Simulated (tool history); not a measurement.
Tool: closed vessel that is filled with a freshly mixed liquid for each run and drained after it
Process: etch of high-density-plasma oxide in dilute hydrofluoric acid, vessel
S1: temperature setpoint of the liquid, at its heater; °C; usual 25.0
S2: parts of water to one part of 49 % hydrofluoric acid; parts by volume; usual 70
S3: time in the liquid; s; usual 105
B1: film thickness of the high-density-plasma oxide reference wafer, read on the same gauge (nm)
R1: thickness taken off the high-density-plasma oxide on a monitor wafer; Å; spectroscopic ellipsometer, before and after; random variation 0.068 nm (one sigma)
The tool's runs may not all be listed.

run	hour	S1	S2	S3	B1	R1
1	0.0	25.0	85	105	60.05	83.8
2	46.6	25.0	85	105	60.00	83.8
3	73.7	25.0	85	105	60.02	83.9
4	106.9	25.0	40	105	60.00	186.2
5	161.8	25.0	40	105	59.97	187.6
6	205.4	25.0	40	105	59.98	186.6
# hour 313.1: gauge calibrated
7	347.0	25.0	70	105	60.01	101.1
# hour 397.9: hydrofluoric acid flow meter replaced
8	555.4	25.0	70	105	59.99	102.6
9	596.9	25.0	70	105	60.01	103.8
# hour 602.0: thermometer replaced
10	656.4	25.0	70	105	60.02	108.7
11	716.1	22.0	80	105	60.02	83.5
12	782.2	22.0	80	105	60.01	83.7
13	817.3	22.0	80	105	59.99	83.1
14	876.7	25.0	70	105	59.98	109.1
15	948.7	28.5	35	75	59.98	187.7
16	998.2	25.0	70	160	59.98	164.7
17	1084.8	20.5	70	105	60.03	89.4
18	1119.1	25.0	60	85	60.00	103.1
19	1167.2	25.0	70	105	60.01	107.1
20	1222.0	28.0	45	85	59.99	154.9
# hour 1269.0: hydrofluoric acid flow meter replaced
21	1273.6	22.0	80	105	60.00	83.4
22	1331.0	25.0	70	105	60.01	108.6
23	1388.8	27.5	55	105	60.01	154.6
24	1438.3	27.0	35	165	59.97	388.6
25	1480.0	25.0	70	85	59.98	87.8
26	1541.9	25.0	70	105	59.98	108.4
27	1606.6	25.0	70	105	60.02	107.6
28	1657.9	30.0	70	105	60.01	130.8
29	1725.0	22.0	70	105	60.04	94.1
30	1793.1	20.5	105	135	59.98	73.2
31	1859.8	20.5	90	105	59.99	66.5
32	1905.0	25.0	70	105	60.01	105.1
33	2037.8	28.5	70	105	59.99	119.4

The tool's hidden state at each run:
gauge reads high (%): 0 in every run
H1: liquid colder than its thermometer reads (K)
H2: hydrofluoric acid flow below the setpoint (%)
run	H1	H2
1	1.38	2.49
2	1.41	2.65
3	1.43	2.74
4	1.45	2.86
5	1.49	3.04
6	1.52	3.19
7	1.62	3.67
8	1.77	1.07
9	1.8	1.21
10	0.0633	1.41
11	0.105	1.62
12	0.152	1.84
13	0.176	1.96
14	0.218	2.16
15	0.268	2.41
16	0.303	2.58
17	0.364	2.87
18	0.388	2.99
19	0.422	3.15
20	0.46	3.34
21	0.497	0.378
22	0.537	0.573
23	0.577	0.77
24	0.612	0.939
25	0.641	1.08
26	0.685	1.29
27	0.73	1.51
28	0.766	1.69
29	0.813	1.92
30	0.861	2.15
31	0.908	2.38
32	0.94	2.53
33	1.03	2.98
